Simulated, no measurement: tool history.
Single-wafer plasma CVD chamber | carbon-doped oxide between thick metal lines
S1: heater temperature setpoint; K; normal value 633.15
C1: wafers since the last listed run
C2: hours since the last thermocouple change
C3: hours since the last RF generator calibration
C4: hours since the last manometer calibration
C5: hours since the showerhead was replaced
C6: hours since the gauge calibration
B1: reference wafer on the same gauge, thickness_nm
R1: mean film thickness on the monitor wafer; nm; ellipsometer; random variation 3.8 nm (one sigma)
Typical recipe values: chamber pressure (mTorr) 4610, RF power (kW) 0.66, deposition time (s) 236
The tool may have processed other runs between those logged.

{"run": 1, "hour": 0.0, "S1": 633.15, "chamber pressure (mTorr)": 4610, "RF power (kW)": 0.66, "deposition time (s)": 236, "C1": 0, "C2": 1294.8, "C3": 1302.5, "C4": 2909.4, "C5": 7.8, "C6": 312.2, "B1": 1400.02, "R1": 1393.203}
{"hour": 5.2, "done": "gauge calibrated"}
{"run": 2, "hour": 11.2, "S1": 633.15, "chamber pressure (mTorr)": 4610, "RF power (kW)": 0.66, "deposition time (s)": 236, "C1": 81, "C2": 1306, "C3": 1313.7, "C4": 2920.6, "C5": 19, "C6": 6, "B1": 1400.466, "R1": 1402.621}
{"run": 3, "hour": 26.0, "S1": 633.15, "chamber pressure (mTorr)": 3720, "RF power (kW)": 0.625, "deposition time (s)": 236, "C1": 107, "C2": 1320.8, "C3": 1328.5, "C4": 2935.4, "C5": 33.8, "C6": 20.8, "B1": 1400.584, "R1": 1296.854}
{"hour": 46.1, "done": "capacitance manometer re-zeroed and calibrated"}
{"run": 4, "hour": 46.6, "S1": 633.15, "chamber pressure (mTorr)": 4610, "RF power (kW)": 0.66, "deposition time (s)": 236, "C1": 91, "C2": 1341.4, "C3": 1349.1, "C4": 0.5, "C5": 54.4, "C6": 41.4, "B1": 1400.156, "R1": 1398.878}
{"hour": 55.8, "done": "RF generator calibrated"}
{"run": 5, "hour": 56.3, "S1": 633.15, "chamber pressure (mTorr)": 4610, "RF power (kW)": 0.66, "deposition time (s)": 236, "C1": 12, "C2": 1351.1, "C3": 0.5, "C4": 10.2, "C5": 64.1, "C6": 51.1, "B1": 1399.479, "R1": 1441.57}
{"run": 6, "hour": 89.2, "S1": 633.15, "chamber pressure (mTorr)": 4610, "RF power (kW)": 0.66, "deposition time (s)": 236, "C1": 239, "C2": 1384, "C3": 33.4, "C4": 43.1, "C5": 97, "C6": 84, "B1": 1400.563, "R1": 1433.903}
{"run": 7, "hour": 103.1, "S1": 641.15, "chamber pressure (mTorr)": 4340, "RF power (kW)": 0.66, "deposition time (s)": 236, "C1": 101, "C2": 1397.9, "C3": 47.3, "C4": 57, "C5": 110.9, "C6": 97.9, "B1": 1398.668, "R1": 1387.689}
{"run": 8, "hour": 114.7, "S1": 633.15, "chamber pressure (mTorr)": 4610, "RF power (kW)": 0.66, "deposition time (s)": 236, "C1": 84, "C2": 1409.5, "C3": 58.9, "C4": 68.6, "C5": 122.5, "C6": 109.5, "B1": 1399.942, "R1": 1436.14}
{"run": 9, "hour": 124.7, "S1": 633.15, "chamber pressure (mTorr)": 4610, "RF power (kW)": 0.66, "deposition time (s)": 236, "C1": 72, "C2": 1419.5, "C3": 68.9, "C4": 78.6, "C5": 132.5, "C6": 119.5, "B1": 1398.995, "R1": 1431.816}
{"hour": 139.4, "done": "thermocouple changed; heater temperature recalibrated"}
{"run": 10, "hour": 139.9, "S1": 633.15, "chamber pressure (mTorr)": 4610, "RF power (kW)": 0.66, "deposition time (s)": 236, "C1": 52, "C2": 0.5, "C3": 84.1, "C4": 93.8, "C5": 147.7, "C6": 134.7, "B1": 1401.2, "R1": 1440.077}
{"run": 11, "hour": 141.8, "S1": 623.15, "chamber pressure (mTorr)": 3950, "RF power (kW)": 0.66, "deposition time (s)": 273, "C1": 13, "C2": 2.4, "C3": 86, "C4": 95.7, "C5": 149.6, "C6": 136.6, "B1": 1398.102, "R1": 1642.99}
{"run": 12, "hour": 152.7, "S1": 620.15, "chamber pressure (mTorr)": 4230, "RF power (kW)": 0.755, "deposition time (s)": 201, "C1": 79, "C2": 13.3, "C3": 96.9, "C4": 106.6, "C5": 160.5, "C6": 147.5, "B1": 1400.891, "R1": 1331.562}
{"run": 13, "hour": 170.7, "S1": 645.15, "chamber pressure (mTorr)": 3680, "RF power (kW)": 0.565, "deposition time (s)": 257, "C1": 131, "C2": 31.3, "C3": 114.9, "C4": 124.6, "C5": 178.5, "C6": 165.5, "B1": 1400.376, "R1": 1339.257}
{"run": 14, "hour": 179.2, "S1": 642.15, "chamber pressure (mTorr)": 4160, "RF power (kW)": 0.66, "deposition time (s)": 236, "C1": 61, "C2": 39.8, "C3": 123.4, "C4": 133.1, "C5": 187, "C6": 174, "B1": 1400.235, "R1": 1368.518}
{"run": 15, "hour": 188.9, "S1": 633.15, "chamber pressure (mTorr)": 5010, "RF power (kW)": 0.555, "deposition time (s)": 236, "C1": 70, "C2": 49.5, "C3": 133.1, "C4": 142.8, "C5": 196.7, "C6": 183.7, "B1": 1399.907, "R1": 1333.927}
{"run": 16, "hour": 206.7, "S1": 644.15, "chamber pressure (mTorr)": 5620, "RF power (kW)": 0.66, "deposition time (s)": 236, "C1": 129, "C2": 67.3, "C3": 150.9, "C4": 160.6, "C5": 214.5, "C6": 201.5, "B1": 1400.427, "R1": 1439.502}
{"run": 17, "hour": 218.5, "S1": 620.15, "chamber pressure (mTorr)": 4230, "RF power (kW)": 0.755, "deposition time (s)": 201, "C1": 86, "C2": 79.1, "C3": 162.7, "C4": 172.4, "C5": 226.3, "C6": 213.3, "B1": 1401.419, "R1": 1322.561}
{"run": 18, "hour": 227.8, "S1": 633.15, "chamber pressure (mTorr)": 4610, "RF power (kW)": 0.66, "deposition time (s)": 236, "C1": 67, "C2": 88.4, "C3": 172, "C4": 181.7, "C5": 235.6, "C6": 222.6, "B1": 1399.35, "R1": 1425.107}
{"run": 19, "hour": 240.7, "S1": 633.15, "chamber pressure (mTorr)": 4610, "RF power (kW)": 0.66, "deposition time (s)": 236, "C1": 94, "C2": 101.3, "C3": 184.9, "C4": 194.6, "C5": 248.5, "C6": 235.5, "B1": 1398.284, "R1": 1424.667}
{"run": 20, "hour": 256.3, "S1": 633.15, "chamber pressure (mTorr)": 4610, "RF power (kW)": 0.66, "deposition time (s)": 236, "C1": 113, "C2": 116.9, "C3": 200.5, "C4": 210.2, "C5": 264.1, "C6": 251.1, "B1": 1399.284, "R1": 1430.364}
{"run": 21, "hour": 262.6, "S1": 633.15, "chamber pressure (mTorr)": 4610, "RF power (kW)": 0.66, "deposition time (s)": 236, "C1": 45, "C2": 123.2, "C3": 206.8, "C4": 216.5, "C5": 270.4, "C6": 257.4, "B1": 1401.215, "R1": 1418.266}
{"run": 22, "hour": 270.2, "S1": 633.15, "chamber pressure (mTorr)": 4610, "RF power (kW)": 0.66, "deposition time (s)": 236, "C1": 55, "C2": 130.8, "C3": 214.4, "C4": 224.1, "C5": 278, "C6": 265, "B1": 1397.328, "R1": 1424.598}
{"hour": 270.2, "done": "gauge calibrated"}
{"run": 23, "hour": 286.3, "S1": 633.15, "chamber pressure (mTorr)": 5520, "RF power (kW)": 0.535, "deposition time (s)": 236, "C1": 117, "C2": 146.9, "C3": 230.5, "C4": 240.2, "C5": 294.1, "C6": 16.1, "B1": 1398.618, "R1": 1323.64}
{"run": 24, "hour": 293.1, "S1": 633.15, "chamber pressure (mTorr)": 3830, "RF power (kW)": 0.66, "deposition time (s)": 236, "C1": 49, "C2": 153.7, "C3": 237.3, "C4": 247, "C5": 300.9, "C6": 22.9, "B1": 1399.823, "R1": 1371.567}
{"run": 25, "hour": 306.3, "S1": 633.15, "chamber pressure (mTorr)": 4610, "RF power (kW)": 0.66, "deposition time (s)": 236, "C1": 96, "C2": 166.9, "C3": 250.5, "C4": 260.2, "C5": 314.1, "C6": 36.1, "B1": 1401.143, "R1": 1414.876}

The next listed run, before its measurement:
{"run": 26, "hour": 321.0, "S1": 629.15, "chamber pressure (mTorr)": 3830, "RF power (kW)": 0.66, "deposition time (s)": 236, "C1": 107, "C2": 181.6, "C3": 265.2, "C4": 274.9, "C5": 328.8, "C6": 50.8, "B1": "?", "R1": "?"}

B1: 1400.823
R1: 1382.152 nm
With the hidden condition absent and the run-to-run variation left alone, this run would have shown R1 1402.611 nm.
